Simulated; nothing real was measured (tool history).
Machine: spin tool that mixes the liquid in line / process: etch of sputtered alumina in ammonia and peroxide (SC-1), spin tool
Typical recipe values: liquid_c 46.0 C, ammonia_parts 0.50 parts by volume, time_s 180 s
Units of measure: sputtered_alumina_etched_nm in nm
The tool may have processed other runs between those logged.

run    hour  liquid_c  ammonia_parts  time_s  read-back film thickness of the sputtered alumina reference wafer, read on the same gauge (nm)  sputtered_alumina_etched_nm
  1     0.0      46.0           0.50     210                                                                                          150.01                        10.34
       19.1  -- ammonia flow meter replaced
  2    69.9      46.0           0.50     180                                                                                          149.99                         8.91
  3   168.2      46.0           0.50     180                                                                                          149.99                         8.99
      208.9  -- new drum of ammonia solution connected
      241.5  -- heated supply line repaired
  4   269.5      46.0           0.50      95                                                                                          150.01                         4.67
  5   366.4      46.0           0.50     180                                                                                          150.00                         8.95
  6   429.9      43.5           0.30     120                                                                                          150.00                         4.91
  7   475.7      53.5           0.45     180                                                                                          150.00                        13.40
  8   564.5      41.5           0.40     220                                                                                          150.01                         8.20
  9   639.1      40.0           0.35     245                                                                                          150.02                         8.31
 10   692.8      46.0           0.50     180                                                                                          150.01                         8.82
 11   756.4      46.0           0.50     180                                                                                          150.00                         8.81
 12   807.5      46.0           0.50     180                                                                                          150.02                         8.84
      827.0  -- thermometer replaced
      838.0  -- gauge calibrated
 13   874.7      51.5           0.50     260                                                                                          150.00                        17.38
      889.9  -- new drum of ammonia solution connected
 14   958.4      46.0           0.50     180                                                                                          150.02                         8.80
 15  1008.9      46.0           0.50     180                                                                                          150.00                         8.89
 16  1066.9      49.0           0.75     110                                                                                          149.99                         6.66
 17  1149.9      38.0           0.30      75                                                                                          150.01                         2.21
 18  1221.4      46.0           0.50     280                                                                                          150.02                        13.80
 19  1271.1      42.0           0.50     180                                                                                          150.01                         7.04
 20  1337.6      46.0           0.50     180                                                                                          149.99                         8.85
 21  1405.6      42.5           0.50     180                                                                                          150.02                         7.28
 22  1458.7      46.0           0.35     265                                                                                          149.99                        12.62
     1509.6  -- new drum of ammonia solution connected
 23  1539.2      53.0           0.50     280                                                                                          149.99                        20.50
 24  1619.8      46.0           0.70     125                                                                                          150.01                         6.35
 25  1706.0      41.0           0.50     180                                                                                          149.98                         6.66

Consider 3 possible next runs. They are alternatives, not a sequence: every one starts from the tool as it was left by run 25. What does each give?
  A  1706.5      46.0           0.50     130                                                                                               ?                            ?
  B  1706.5      46.0           0.50     275                                                                                               ?                            ?
  C  1706.5      41.5           0.65     180                                                                                               ?                            ?

run  read-back film thickness of the sputtered alumina reference wafer, read on the same gauge (nm)  sputtered_alumina_etched_nm
  A                                                                                          149.98                         6.42
  B                                                                                          149.98                        13.58
  C                                                                                          149.98                         7.04
Stripped of hidden state, with their random variation kept, the same runs would have yielded:
run  sputtered_alumina_etched_nm
  A                         6.42
  B                        13.58
  C                         7.04
